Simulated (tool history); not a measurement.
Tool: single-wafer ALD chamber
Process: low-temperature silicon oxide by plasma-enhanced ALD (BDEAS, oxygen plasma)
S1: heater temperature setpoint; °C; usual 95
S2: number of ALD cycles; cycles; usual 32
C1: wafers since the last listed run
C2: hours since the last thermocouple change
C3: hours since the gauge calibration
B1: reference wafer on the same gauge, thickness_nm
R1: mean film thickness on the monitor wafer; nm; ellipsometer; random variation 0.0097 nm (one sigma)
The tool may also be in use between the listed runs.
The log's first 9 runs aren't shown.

| run | hour | S1 | S2 | C1 | C2 | C3 | B1 | R1 |
|---|---|---|---|---|---|---|---|---|
| 10 | 772.2 | 84 | 34 | 743 | 1532.7 | 2459.7 | 4.161 | 5.123 |
| 11 | 857.4 | 95 | 36 | 628 | 1617.9 | 2544.9 | 4.163 | 5.224 |
| 12 | 939.9 | 95 | 36 | 608 | 1700.4 | 2627.4 | 4.162 | 5.233 |
| 13 | 997.8 | 95 | 36 | 427 | 1758.3 | 2685.3 | 4.164 | 5.214 |
| 14 | 1049.7 | 95 | 32 | 382 | 1810.2 | 2737.2 | 4.164 | 4.657 |
| 15 | 1127.0 | 89 | 32 | 570 | 1887.5 | 2814.5 | 4.164 | 4.731 |
| 16 | 1174.9 | 89 | 32 | 353 | 1935.4 | 2862.4 | 4.162 | 4.739 |
| 17 | 1268.3 | 95 | 37 | 688 | 2028.8 | 2955.8 | 4.165 | 5.393 |
| 18 | 1367.6 | 95 | 37 | 732 | 2128.1 | 3055.1 | 4.165 | 5.377 |
| 19 | 1434.4 | 95 | 32 | 492 | 2194.9 | 3121.9 | 4.167 | 4.668 |
| 20 | 1720.9 | 95 | 32 | 2113 | 2481.4 | 3408.4 | 4.167 | 4.666 |
| 21 | 1803.7 | 95 | 32 | 610 | 2564.2 | 3491.2 | 4.167 | 4.652 |
| 22 | 1973.8 | 86 | 35 | 1254 | 2734.3 | 3661.3 | 4.167 | 5.240 |
|  | 1982.8 | gauge calibrated |
|  | 1995.8 | thermocouple changed; heater temperature recalibrated |
| 23 | 2043.1 | 95 | 32 | 452 | 47.3 | 60.3 | 4.098 | 4.562 |
| 24 | 2133.0 | 95 | 32 | 663 | 137.2 | 150.2 | 4.103 | 4.595 |
| 25 | 2202.7 | 101 | 36 | 514 | 206.9 | 219.9 | 4.105 | 5.057 |
| 26 | 2261.5 | 99 | 32 | 433 | 265.7 | 278.7 | 4.108 | 4.532 |
| 27 | 2334.3 | 95 | 27 | 536 | 338.5 | 351.5 | 4.112 | 3.864 |
| 28 | 2388.8 | 85 | 27 | 401 | 393.0 | 406.0 | 4.112 | 4.007 |
| 29 | 2488.2 | 90 | 32 | 733 | 492.4 | 505.4 | 4.116 | 4.686 |
| 30 | 2534.9 | 95 | 35 | 344 | 539.1 | 552.1 | 4.121 | 5.035 |
| 31 | 2608.5 | 103 | 35 | 542 | 612.7 | 625.7 | 4.121 | 4.928 |

Forecast run 32:
| 32 | 2655.9 | 95 | 35 | 349 | 660.1 | 673.1 | ? | ? |

Run 32 gave B1 4.122, R1 5.037 nm.
Without the tool's hidden state the same run would have given R1 5.008 nm.

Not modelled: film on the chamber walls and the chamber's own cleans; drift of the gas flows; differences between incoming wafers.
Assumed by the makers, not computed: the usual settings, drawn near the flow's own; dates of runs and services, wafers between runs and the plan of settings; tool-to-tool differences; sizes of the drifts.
